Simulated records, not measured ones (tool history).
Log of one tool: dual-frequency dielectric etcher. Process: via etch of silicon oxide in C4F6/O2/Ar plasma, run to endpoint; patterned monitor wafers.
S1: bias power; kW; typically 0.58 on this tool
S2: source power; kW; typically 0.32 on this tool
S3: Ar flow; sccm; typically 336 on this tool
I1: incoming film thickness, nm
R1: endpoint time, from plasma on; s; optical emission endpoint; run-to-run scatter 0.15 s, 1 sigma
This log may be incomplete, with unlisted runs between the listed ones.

run 1 hour=0 | S1=0.58 S2=0.32 S3=336 | I1=118.1 | R1=25.1
run 2 hour=60.1 | S1=0.58 S2=0.32 S3=336 | I1=117 | R1=25
run 3 hour=98.6 | S1=0.681 S2=0.32 S3=336 | I1=116.8 | R1=23.5
-- hour=123.2 wet clean of the chamber
run 4 hour=158.2 | S1=0.692 S2=0.32 S3=336 | I1=116.9 | R1=23.6
-- hour=212.3 source power generator calibrated
run 5 hour=215.1 | S1=0.475 S2=0.32 S3=336 | I1=117.5 | R1=26.7
run 6 hour=267.1 | S1=0.475 S2=0.32 S3=336 | I1=118 | R1=27
run 7 hour=316.3 | S1=0.475 S2=0.32 S3=336 | I1=117.6 | R1=26.8
run 8 hour=352.9 | S1=0.622 S2=0.38 S3=389 | I1=116.3 | R1=23.7
run 9 hour=390.1 | S1=0.645 S2=0.3 S3=336 | I1=116.3 | R1=24.3
-- hour=394.2 bias power generator calibrated
run 10 hour=441.7 | S1=0.702 S2=0.35 S3=336 | I1=116.8 | R1=22.9
run 11 hour=485.5 | S1=0.58 S2=0.32 S3=336 | I1=117.4 | R1=25.3
run 12 hour=563.9 | S1=0.674 S2=0.32 S3=336 | I1=117.4 | R1=24
run 13 hour=589.9 | S1=0.58 S2=0.32 S3=299 | I1=116.2 | R1=24.4
run 14 hour=658.9 | S1=0.657 S2=0.39 S3=410 | I1=117.4 | R1=23.5
run 15 hour=706.6 | S1=0.58 S2=0.32 S3=336 | I1=116.7 | R1=24.5
-- hour=746 wet clean of the chamber
run 16 hour=746.5 | S1=0.53 S2=0.32 S3=391 | I1=116.5 | R1=26
run 17 hour=776.3 | S1=0.503 S2=0.32 S3=336 | I1=118 | R1=26.1
run 18 hour=838.7 | S1=0.627 S2=0.3 S3=276 | I1=117.2 | R1=23.7
run 19 hour=864.1 | S1=0.58 S2=0.3 S3=314 | I1=117.4 | R1=25.2
run 20 hour=900.8 | S1=0.58 S2=0.32 S3=336 | I1=117.3 | R1=24.9
run 21 hour=935 | S1=0.475 S2=0.32 S3=336 | I1=116.6 | R1=26.2
run 22 hour=961.1 | S1=0.625 S2=0.35 S3=284 | I1=118.4 | R1=23.2
run 23 hour=1010 | S1=0.58 S2=0.32 S3=365 | I1=117.9 | R1=25.4
run 24 hour=1055.4 | S1=0.473 S2=0.32 S3=336 | I1=117 | R1=26.4
run 25 hour=1085.8 | S1=0.58 S2=0.32 S3=336 | I1=116.6 | R1=24.6
run 26 hour=1112.1 | S1=0.493 S2=0.36 S3=336 | I1=117.9 | R1=25.7
run 27 hour=1181.3 | S1=0.459 S2=0.32 S3=336 | I1=117.7 | R1=26.9
run 28 hour=1209.1 | S1=0.635 S2=0.36 S3=390 | I1=118 | R1=24.1

The tool's hidden state at each run:
etch rate over this chamber's usual, %: 0 at every run
bias power that arrives over what is set, %: 0 at every run
source power that arrives over what is set, %: 0 at every run
Ar flow that arrives over what is set, %: 0 at every run
